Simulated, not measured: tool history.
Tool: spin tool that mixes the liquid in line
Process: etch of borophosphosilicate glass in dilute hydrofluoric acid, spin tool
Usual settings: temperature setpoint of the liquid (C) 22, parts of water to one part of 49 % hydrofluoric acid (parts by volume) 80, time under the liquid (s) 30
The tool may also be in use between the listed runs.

| run | hour | temperature setpoint of the liquid (C) | parts of water to one part of 49 % hydrofluoric acid (parts by volume) | time under the liquid (s) | wafers since the last listed run | hours since the thermometer was replaced | hours since the hydrofluoric acid flow meter was replaced | hours since the gauge calibration | read-back film thickness of the borophosphosilicate glass reference wafer, read on the same gauge (nm) | thickness taken off the borophosphosilicate glass on a monitor wafer (angstrom) |
|---|---|---|---|---|---|---|---|---|---|---|
| 1 | 0 | 22 | 80 | 30 | 0 | 1763.1 | 2198.4 | 124.3 | 60.37 | 116.1 |
| 2 | 34.2 | 22 | 80 | 30 | 395 | 1797.3 | 2232.6 | 158.5 | 60.43 | 117 |
| 3 | 64.4 | 22 | 80 | 30 | 349 | 1827.5 | 2262.8 | 188.7 | 60.49 | 116.4 |
| 4 | 92.2 | 23.5 | 80 | 30 | 321 | 1855.3 | 2290.6 | 216.5 | 60.61 | 124.9 |
| 5 | 117.7 | 23.5 | 80 | 30 | 294 | 1880.8 | 2316.1 | 242 | 60.67 | 125.2 |
| 6 | 149.4 | 22 | 80 | 30 | 366 | 1912.5 | 2347.8 | 273.7 | 60.76 | 118.3 |
| 7 | 168.2 | 22 | 80 | 35 | 217 | 1931.3 | 2366.6 | 292.5 | 60.75 | 138.2 |
|  | 191.8 | thermometer replaced |
| 8 | 199 | 22 | 80 | 35 | 344 | 7.2 | 2397.4 | 323.3 | 60.84 | 137.9 |
| 9 | 217.9 | 22 | 80 | 35 | 218 | 26.1 | 2416.3 | 342.2 | 60.89 | 137.6 |
| 10 | 230.4 | 22 | 55 | 20 | 144 | 38.6 | 2428.8 | 354.7 | 60.89 | 117 |
| 11 | 242.9 | 22 | 55 | 20 | 144 | 51.1 | 2441.3 | 367.2 | 60.99 | 117.9 |
| 12 | 260.7 | 22 | 80 | 30 | 205 | 68.9 | 2459.1 | 385 | 60.99 | 117.4 |
|  | 271.9 | gauge calibrated |
| 13 | 273.5 | 26 | 80 | 45 | 148 | 81.7 | 2471.9 | 1.6 | 59.87 | 205.5 |
| 14 | 286.9 | 25 | 110 | 15 | 154 | 95.1 | 2485.3 | 15 | 59.92 | 45.5 |
|  | 379.9 | hydrofluoric acid flow meter replaced |
| 15 | 382.8 | 22 | 80 | 20 | 1097 | 191 | 2.9 | 110.9 | 60.13 | 77.8 |
| 16 | 406.5 | 22 | 80 | 30 | 274 | 214.7 | 26.6 | 134.6 | 60.18 | 117.3 |
| 17 | 434.8 | 22 | 80 | 30 | 327 | 243 | 54.9 | 162.9 | 60.25 | 116.4 |
| 18 | 467.6 | 22 | 60 | 30 | 379 | 275.8 | 87.7 | 195.7 | 60.33 | 159.7 |
| 19 | 497.6 | 23.5 | 105 | 45 | 346 | 305.8 | 117.7 | 225.7 | 60.38 | 137.9 |

The next listed run, before its measurement:
| 20 | 527.6 | 20.5 | 95 | 45 | 346 | 335.8 | 147.7 | 255.7 | ? | ? |

Run 20 gave read-back film thickness of the borophosphosilicate glass reference wafer, read on the same gauge (nm) 60.49, thickness taken off the borophosphosilicate glass on a monitor wafer (angstrom) 135.9.
Without the tool's hidden state the same run would have given thickness taken off the borophosphosilicate glass on a monitor wafer (angstrom) 134.8.
